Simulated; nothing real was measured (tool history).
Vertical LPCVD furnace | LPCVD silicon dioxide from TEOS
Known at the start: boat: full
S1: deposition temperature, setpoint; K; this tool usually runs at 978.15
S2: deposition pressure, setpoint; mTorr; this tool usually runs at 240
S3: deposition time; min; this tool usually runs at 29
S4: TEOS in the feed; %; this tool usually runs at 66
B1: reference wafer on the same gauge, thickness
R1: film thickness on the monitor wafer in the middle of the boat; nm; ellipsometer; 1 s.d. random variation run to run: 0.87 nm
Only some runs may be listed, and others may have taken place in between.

run    hour      S1   S2    S3  S4      B1      R1
  1       0  978.15  240  37.5  66  215.98  259.86
  2   100.6  978.15  240  37.5  66  216.27  262.36
  3   174.8  978.15  240  37.5  66  215.91  262.41
  4   264.9  978.15  240    29  66  215.87  201.98
  5   312.1  978.15  240    29  66  215.85  204.15
  6   368.3  978.15  240    29  66  216.13  203.81
  7   440.6  978.15  225    29  66  216.18  198.11
  8   494.9  978.15  205    29  66  215.95  188.02
  9   572.5  978.15  240    29  66  215.83  205.59
      631.1  -- TEOS flow controller replaced
 10   658.6  978.15  240    29  66  216.05  205.72
 11   704.8  978.15  240    29  66  216.29  204.32
 12   771.6  978.15  240    29  66  216.09  207.86
 13   816.2  978.15  240    29  66  216.31  204.79
      850.4  -- gauge calibrated
 14   863.4  978.15  240  37.5  66  216.01  264.76
 15   930.1  978.15  240    37  66  216.24  262.35
 16  1000.9  966.15  275  39.5  62  215.89  222.55
 17  1089.5  972.15  180  39.5  66  216.01  214.45
     1177.9  -- thermocouples replaced and temperature profile calibrated
 18  1197.2  978.15  260    35  66  215.37   242.7
 19  1375.7  987.15  195    39  66  215.68  288.56
     1421.5  -- pressure gauge zeroed
 20  1454.7  989.15  240    34  76  216.63  314.55
 21  1557.4  970.15  270    18  58  215.71  100.43
 22  1654.6  978.15  240    29  66     216  195.72
 23    1759  978.15  240  33.5  66  215.69  226.87
 24  1801.5  971.15  265  25.5  57  215.82  142.84
 25  1846.2  978.15  280    29  66  216.52  213.57
 26  1925.9  978.15  225    29  66  215.93  189.97

Some steps in R1 between neighbouring runs. How much of each would the tool show without its hidden state too (settings, what came in, random variation), and how much is left for the hidden state, with any gauge scatter that isn't in both results?
Unlogged tool condition in this case: true tube temperature minus thermocouple reading, K; true pressure minus gauge reading, mTorr; deviation of the TEOS flow from its setpoint, %; gauge reads high (%).
Run 13 -> 14: S3 29 -> 37.5, gauge calibrated. R1 +59.97 nm: hidden state +4.2, all else +55.77.
Run 17 -> 18: S1 972.15 -> 978.15, S2 180 -> 260, S3 39.5 -> 35, thermocouples replaced and temperature profile calibrated. R1 +28.25 nm: hidden state -14.95, all else +43.2.
Run 20 -> 21: S1 989.15 -> 970.15, S2 240 -> 270, S3 34 -> 18, S4 76 -> 58. R1 -214.12 nm: hidden state -1.66, all else -212.46.
Run 21 -> 22: S1 970.15 -> 978.15, S2 270 -> 240, S3 18 -> 29, S4 58 -> 66. R1 +95.29 nm: hidden state +1.65, all else +93.64.
